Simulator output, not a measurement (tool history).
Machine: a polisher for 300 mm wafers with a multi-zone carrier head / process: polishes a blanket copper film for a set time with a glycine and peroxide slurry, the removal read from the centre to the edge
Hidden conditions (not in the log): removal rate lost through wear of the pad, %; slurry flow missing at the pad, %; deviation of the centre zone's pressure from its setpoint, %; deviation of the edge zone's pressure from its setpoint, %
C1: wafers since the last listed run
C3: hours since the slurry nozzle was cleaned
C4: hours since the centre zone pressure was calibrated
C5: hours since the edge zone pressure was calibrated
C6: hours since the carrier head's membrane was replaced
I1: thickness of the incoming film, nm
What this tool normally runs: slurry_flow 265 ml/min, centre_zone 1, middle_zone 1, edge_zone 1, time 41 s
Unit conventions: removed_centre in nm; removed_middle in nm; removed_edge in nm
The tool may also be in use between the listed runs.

{"run": 1, "hour": 0.0, "slurry_flow": 265, "centre_zone": 1, "middle_zone": 1, "edge_zone": 1, "time": 51, "C1": 0, "wafers polished on this pad": 85, "C3": 508.7, "C4": 839.6, "C5": 967.1, "C6": 551.6, "I1": 1974.6, "removed_centre": 195.1, "removed_middle": 226.8, "removed_edge": 219.3}
{"run": 2, "hour": 25.0, "slurry_flow": 265, "centre_zone": 1, "middle_zone": 1, "edge_zone": 1, "time": 51, "C1": 317, "wafers polished on this pad": 403, "C3": 533.7, "C4": 864.6, "C5": 992.1, "C6": 576.6, "I1": 1996.1, "removed_centre": 194.1, "removed_middle": 228.7, "removed_edge": 220}
{"run": 3, "hour": 42.7, "slurry_flow": 265, "centre_zone": 1, "middle_zone": 1, "edge_zone": 1, "time": 41, "C1": 224, "wafers polished on this pad": 627, "C3": 551.4, "C4": 882.3, "C5": 1009.8, "C6": 594.3, "I1": 1945, "removed_centre": 154.7, "removed_middle": 177, "removed_edge": 174.5}
{"run": 4, "hour": 73.6, "slurry_flow": 265, "centre_zone": 1, "middle_zone": 1, "edge_zone": 1, "time": 41, "C1": 392, "wafers polished on this pad": 1019, "C3": 582.3, "C4": 913.2, "C5": 1040.7, "C6": 625.2, "I1": 1973.8, "removed_centre": 145.9, "removed_middle": 171.6, "removed_edge": 165}
{"run": 5, "hour": 99.8, "slurry_flow": 265, "centre_zone": 1, "middle_zone": 1, "edge_zone": 1, "time": 41, "C1": 332, "wafers polished on this pad": 1352, "C3": 608.5, "C4": 939.4, "C5": 1066.9, "C6": 651.4, "I1": 1976.7, "removed_centre": 141.4, "removed_middle": 160, "removed_edge": 156.3}
{"hour": 111.6, "done": "worn pad replaced by a new one"}
{"run": 6, "hour": 120.8, "slurry_flow": 265, "centre_zone": 1.05, "middle_zone": 1, "edge_zone": 1.08, "time": 41, "C1": 215, "wafers polished on this pad": 116, "C3": 629.5, "C4": 960.4, "C5": 1087.9, "C6": 672.4, "I1": 1981.2, "removed_centre": 166, "removed_middle": 184.8, "removed_edge": 184.6}
{"run": 7, "hour": 142.6, "slurry_flow": 265, "centre_zone": 1, "middle_zone": 1, "edge_zone": 1, "time": 41, "C1": 276, "wafers polished on this pad": 392, "C3": 651.3, "C4": 982.2, "C5": 1109.7, "C6": 694.2, "I1": 1963.4, "removed_centre": 154.7, "removed_middle": 183.8, "removed_edge": 175.8}
{"hour": 156.3, "done": "centre zone pressure recalibrated"}
{"run": 8, "hour": 177.9, "slurry_flow": 265, "centre_zone": 1, "middle_zone": 1, "edge_zone": 1, "time": 41, "C1": 422, "wafers polished on this pad": 815, "C3": 686.6, "C4": 21.6, "C5": 1145, "C6": 729.5, "I1": 1982.8, "removed_centre": 173.7, "removed_middle": 177.6, "removed_edge": 171.7}
{"hour": 209.6, "done": "worn pad replaced by a new one"}
{"run": 9, "hour": 210.1, "slurry_flow": 265, "centre_zone": 1, "middle_zone": 1, "edge_zone": 1, "time": 41, "C1": 357, "wafers polished on this pad": 6, "C3": 718.8, "C4": 53.8, "C5": 1177.2, "C6": 761.7, "I1": 1948.2, "removed_centre": 182.6, "removed_middle": 181.6, "removed_edge": 179.9}
{"hour": 218.8, "done": "carrier head's membrane replaced by a new one"}
{"hour": 219.2, "done": "slurry nozzle cleaned"}
{"run": 10, "hour": 228.7, "slurry_flow": 265, "centre_zone": 1, "middle_zone": 1, "edge_zone": 1, "time": 41, "C1": 167, "wafers polished on this pad": 173, "C3": 9.5, "C4": 72.4, "C5": 1195.8, "C6": 9.9, "I1": 1952.2, "removed_centre": 174.4, "removed_middle": 183.7, "removed_edge": 177.7}
{"run": 11, "hour": 255.4, "slurry_flow": 205, "centre_zone": 1.09, "middle_zone": 1, "edge_zone": 1.09, "time": 41, "C1": 338, "wafers polished on this pad": 512, "C3": 36.2, "C4": 99.1, "C5": 1222.5, "C6": 36.6, "I1": 1996, "removed_centre": 178.9, "removed_middle": 171, "removed_edge": 178.5}
{"hour": 273.2, "done": "edge zone pressure recalibrated"}
{"run": 12, "hour": 279.7, "slurry_flow": 265, "centre_zone": 1, "middle_zone": 1, "edge_zone": 1, "time": 41, "C1": 282, "wafers polished on this pad": 795, "C3": 60.5, "C4": 123.4, "C5": 6.5, "C6": 60.9, "I1": 1972.4, "removed_centre": 164, "removed_middle": 172.7, "removed_edge": 170.8}
{"hour": 301.3, "done": "worn pad replaced by a new one"}
{"run": 13, "hour": 308.3, "slurry_flow": 185, "centre_zone": 1.08, "middle_zone": 1.11, "edge_zone": 1.04, "time": 41, "C1": 312, "wafers polished on this pad": 89, "C3": 89.1, "C4": 152, "C5": 35.1, "C6": 89.5, "I1": 1944.4, "removed_centre": 174.1, "removed_middle": 186, "removed_edge": 176.3}
{"run": 14, "hour": 322.8, "slurry_flow": 265, "centre_zone": 1, "middle_zone": 1, "edge_zone": 0.89, "time": 41, "C1": 183, "wafers polished on this pad": 273, "C3": 103.6, "C4": 166.5, "C5": 49.6, "C6": 104, "I1": 2004.5, "removed_centre": 173.2, "removed_middle": 182.7, "removed_edge": 167.2}
{"run": 15, "hour": 346.6, "slurry_flow": 265, "centre_zone": 1, "middle_zone": 1.09, "edge_zone": 1, "time": 41, "C1": 301, "wafers polished on this pad": 574, "C3": 127.4, "C4": 190.3, "C5": 73.4, "C6": 127.8, "I1": 1977.2, "removed_centre": 166.2, "removed_middle": 189.8, "removed_edge": 171.6}
{"run": 16, "hour": 373.7, "slurry_flow": 210, "centre_zone": 1, "middle_zone": 1, "edge_zone": 1, "time": 41, "C1": 343, "wafers polished on this pad": 918, "C3": 154.5, "C4": 217.4, "C5": 100.5, "C6": 154.9, "I1": 2012.2, "removed_centre": 154.9, "removed_middle": 165.3, "removed_edge": 168.2}
{"run": 17, "hour": 391.2, "slurry_flow": 225, "centre_zone": 0.92, "middle_zone": 1, "edge_zone": 1.07, "time": 29, "C1": 222, "wafers polished on this pad": 1140, "C3": 172, "C4": 234.9, "C5": 118, "C6": 172.4, "I1": 1967.2, "removed_centre": 97.9, "removed_middle": 115.2, "removed_edge": 117}
{"hour": 401.1, "done": "worn pad replaced by a new one"}
{"run": 18, "hour": 416.1, "slurry_flow": 265, "centre_zone": 1, "middle_zone": 0.92, "edge_zone": 1, "time": 41, "C1": 265, "wafers polished on this pad": 190, "C3": 196.9, "C4": 259.8, "C5": 142.9, "C6": 197.3, "I1": 1964.6, "removed_centre": 170.1, "removed_middle": 172.8, "removed_edge": 180.7}
{"run": 19, "hour": 431.6, "slurry_flow": 265, "centre_zone": 1, "middle_zone": 1, "edge_zone": 1, "time": 41, "C1": 196, "wafers polished on this pad": 386, "C3": 212.4, "C4": 275.3, "C5": 158.4, "C6": 212.8, "I1": 1982.9, "removed_centre": 169.7, "removed_middle": 180.9, "removed_edge": 177.3}
{"run": 20, "hour": 462.3, "slurry_flow": 265, "centre_zone": 1.07, "middle_zone": 1, "edge_zone": 1, "time": 41, "C1": 389, "wafers polished on this pad": 776, "C3": 243.1, "C4": 306, "C5": 189.1, "C6": 243.5, "I1": 1958, "removed_centre": 172, "removed_middle": 177.8, "removed_edge": 174.1}
{"run": 21, "hour": 487.8, "slurry_flow": 265, "centre_zone": 1.05, "middle_zone": 1, "edge_zone": 1, "time": 41, "C1": 323, "wafers polished on this pad": 1099, "C3": 268.6, "C4": 331.5, "C5": 214.6, "C6": 269, "I1": 1979, "removed_centre": 159.6, "removed_middle": 167.7, "removed_edge": 165.7}
{"hour": 504.0, "done": "worn pad replaced by a new one"}
{"run": 22, "hour": 520.2, "slurry_flow": 325, "centre_zone": 1, "middle_zone": 0.9, "edge_zone": 1, "time": 45, "C1": 360, "wafers polished on this pad": 205, "C3": 301, "C4": 363.9, "C5": 247, "C6": 301.4, "I1": 1971.6, "removed_centre": 182.1, "removed_middle": 183.8, "removed_edge": 194.9}

Alternative continuations, all from the tool just after run 22; predict every row:
{"run": "A", "hour": 520.6, "slurry_flow": 265, "centre_zone": 1, "middle_zone": 1, "edge_zone": 1, "time": 41, "C1": 5, "wafers polished on this pad": 210, "C3": 301.4, "C4": 364.3, "C5": 247.4, "C6": 301.8, "I1": 1971.7, "removed_centre": "?", "removed_middle": "?", "removed_edge": "?"}
{"run": "B", "hour": 520.6, "slurry_flow": 195, "centre_zone": 1.12, "middle_zone": 1.09, "edge_zone": 1, "time": 41, "C1": 5, "wafers polished on this pad": 210, "C3": 301.4, "C4": 364.3, "C5": 247.4, "C6": 301.8, "I1": 1971.7, "removed_centre": "?", "removed_middle": "?", "removed_edge": "?"}
{"run": "C", "hour": 520.6, "slurry_flow": 265, "centre_zone": 1, "middle_zone": 1, "edge_zone": 1, "time": 53, "C1": 5, "wafers polished on this pad": 210, "C3": 301.4, "C4": 364.3, "C5": 247.4, "C6": 301.8, "I1": 1971.7, "removed_centre": "?", "removed_middle": "?", "removed_edge": "?"}
{"run": "D", "hour": 520.6, "slurry_flow": 210, "centre_zone": 0.91, "middle_zone": 1.07, "edge_zone": 1.1, "time": 41, "C1": 5, "wafers polished on this pad": 210, "C3": 301.4, "C4": 364.3, "C5": 247.4, "C6": 301.8, "I1": 1971.7, "removed_centre": "?", "removed_middle": "?", "removed_edge": "?"}

run=A removed_centre=158.6 removed_middle=175.7 removed_edge=173.1
run=B removed_centre=172.6 removed_middle=181.7 removed_edge=169.3
run=C removed_centre=205.1 removed_middle=227.1 removed_edge=223.8
run=D removed_centre=140.9 removed_middle=180.7 removed_edge=178.5
What these runs would have given with no unlogged condition in the tool:
run=A removed_centre=178 removed_middle=180.9 removed_edge=178.4
run=B removed_centre=193.5 removed_middle=187.1 removed_edge=174.4
run=C removed_centre=230.1 removed_middle=233.9 removed_edge=230.6
run=D removed_centre=158.2 removed_middle=186.1 removed_edge=183.9

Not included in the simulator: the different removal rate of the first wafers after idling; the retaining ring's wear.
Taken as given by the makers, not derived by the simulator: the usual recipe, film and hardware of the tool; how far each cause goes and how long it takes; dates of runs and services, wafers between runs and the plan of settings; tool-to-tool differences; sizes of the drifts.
